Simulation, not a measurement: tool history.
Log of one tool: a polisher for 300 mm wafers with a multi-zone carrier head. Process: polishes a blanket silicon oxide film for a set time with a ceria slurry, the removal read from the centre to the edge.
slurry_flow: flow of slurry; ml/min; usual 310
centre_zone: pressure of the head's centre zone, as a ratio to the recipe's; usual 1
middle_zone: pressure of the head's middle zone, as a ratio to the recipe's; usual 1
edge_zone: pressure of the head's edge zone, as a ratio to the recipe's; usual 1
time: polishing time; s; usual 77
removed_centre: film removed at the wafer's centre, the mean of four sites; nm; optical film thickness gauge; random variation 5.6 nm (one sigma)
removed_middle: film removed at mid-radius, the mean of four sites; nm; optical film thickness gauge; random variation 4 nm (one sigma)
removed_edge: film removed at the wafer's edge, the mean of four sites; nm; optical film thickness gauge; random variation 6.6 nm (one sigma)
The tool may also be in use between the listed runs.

| run | hour | slurry_flow | centre_zone | middle_zone | edge_zone | time | incoming thickness of the incoming film, nm | removed_centre | removed_middle | removed_edge |
|---|---|---|---|---|---|---|---|---|---|---|
| 1 | 0 | 310 | 0.97 | 1 | 1 | 77 | 1751.5 | 533 | 518.5 | 503.3 |
| 2 | 9.9 | 310 | 1 | 1 | 1 | 77 | 1734.3 | 561.2 | 523.4 | 499.4 |
| 3 | 21.2 | 275 | 1 | 1 | 1 | 77 | 1772.8 | 554.8 | 512.7 | 489.3 |
|  | 28 | worn pad replaced by a new one |
| 4 | 35.4 | 205 | 1 | 1.08 | 1 | 60 | 1730.9 | 405.4 | 402.4 | 381.8 |
| 5 | 42.8 | 310 | 0.88 | 0.94 | 1 | 77 | 1779.5 | 497.7 | 504.5 | 500.5 |
|  | 45.9 | edge zone pressure recalibrated |
| 6 | 51.6 | 310 | 1 | 1 | 1 | 77 | 1769.2 | 554.3 | 524.9 | 506.5 |
| 7 | 59.7 | 345 | 1 | 1.11 | 1.03 | 77 | 1754 | 565.6 | 566.3 | 503.5 |
| 8 | 69.5 | 270 | 1 | 1.05 | 0.9 | 54 | 1754.8 | 385.2 | 370.3 | 325.8 |
| 9 | 77 | 310 | 1 | 1 | 1 | 77 | 1773.9 | 562.3 | 518.9 | 502 |
|  | 92.2 | centre zone pressure recalibrated |
| 10 | 92.7 | 230 | 1.12 | 1 | 1.05 | 95 | 1733 | 711.3 | 609.3 | 605.6 |
| 11 | 99.7 | 310 | 0.93 | 1.07 | 1 | 77 | 1796.1 | 489 | 552.5 | 502 |
| 12 | 116.9 | 310 | 0.92 | 0.94 | 1 | 101 | 1751.7 | 642.9 | 653 | 656.8 |
| 13 | 127 | 310 | 1 | 0.9 | 1.09 | 93 | 1794.7 | 645.6 | 576.4 | 626.3 |
|  | 129.7 | slurry nozzle cleaned |
| 14 | 143.1 | 310 | 0.95 | 1 | 1 | 91 | 1770.6 | 589 | 614.4 | 593.6 |
|  | 151.8 | worn pad replaced by a new one |
| 15 | 155.9 | 310 | 1 | 1.05 | 1 | 77 | 1743.6 | 538.1 | 537.3 | 509.3 |
| 16 | 167.9 | 310 | 1 | 1.08 | 1 | 77 | 1731.4 | 517.7 | 545.1 | 507.4 |
| 17 | 184.8 | 310 | 1 | 1.1 | 1 | 97 | 1775.5 | 666.9 | 695.8 | 630.7 |
| 18 | 200.4 | 310 | 1 | 1 | 1 | 77 | 1757.9 | 525.7 | 515.5 | 502.8 |
| 19 | 216.9 | 310 | 0.93 | 1.07 | 1 | 77 | 1792.2 | 492.8 | 548.9 | 492.3 |
| 20 | 228.8 | 310 | 1 | 1 | 1 | 77 | 1738 | 532.4 | 522.5 | 504.6 |
|  | 272.9 | worn pad replaced by a new one |
| 21 | 273.4 | 310 | 1 | 1 | 1 | 77 | 1767.7 | 533.7 | 520 | 510.6 |

5 ways to go on from here, each from the tool as it stands after run 21. What would each give?
| A | 273.8 | 310 | 1 | 1 | 1 | 77 | 1786.1 | ? | ? | ? |
| B | 273.8 | 220 | 1.06 | 1 | 1 | 95 | 1786.1 | ? | ? | ? |
| C | 273.8 | 420 | 1.09 | 0.89 | 1.08 | 77 | 1786.1 | ? | ? | ? |
| D | 273.8 | 415 | 1 | 0.94 | 1.08 | 91 | 1786.1 | ? | ? | ? |
| E | 273.8 | 310 | 1 | 1 | 0.95 | 77 | 1786.1 | ? | ? | ? |

| run | removed_centre | removed_middle | removed_edge |
|---|---|---|---|
| A | 535 | 522.9 | 512.5 |
| B | 666.6 | 617.3 | 611.8 |
| C | 600.3 | 494.4 | 541.3 |
| D | 650.1 | 606.7 | 638.9 |
| E | 535 | 522.9 | 501.7 |
Without the tool's hidden state the same runs would have given:
| run | removed_centre | removed_middle | removed_edge |
|---|---|---|---|
| A | 528.1 | 522.9 | 512.5 |
| B | 658.1 | 617.3 | 611.8 |
| C | 592.7 | 494.5 | 541.3 |
| D | 641.8 | 606.8 | 638.9 |
| E | 528.1 | 522.9 | 501.7 |

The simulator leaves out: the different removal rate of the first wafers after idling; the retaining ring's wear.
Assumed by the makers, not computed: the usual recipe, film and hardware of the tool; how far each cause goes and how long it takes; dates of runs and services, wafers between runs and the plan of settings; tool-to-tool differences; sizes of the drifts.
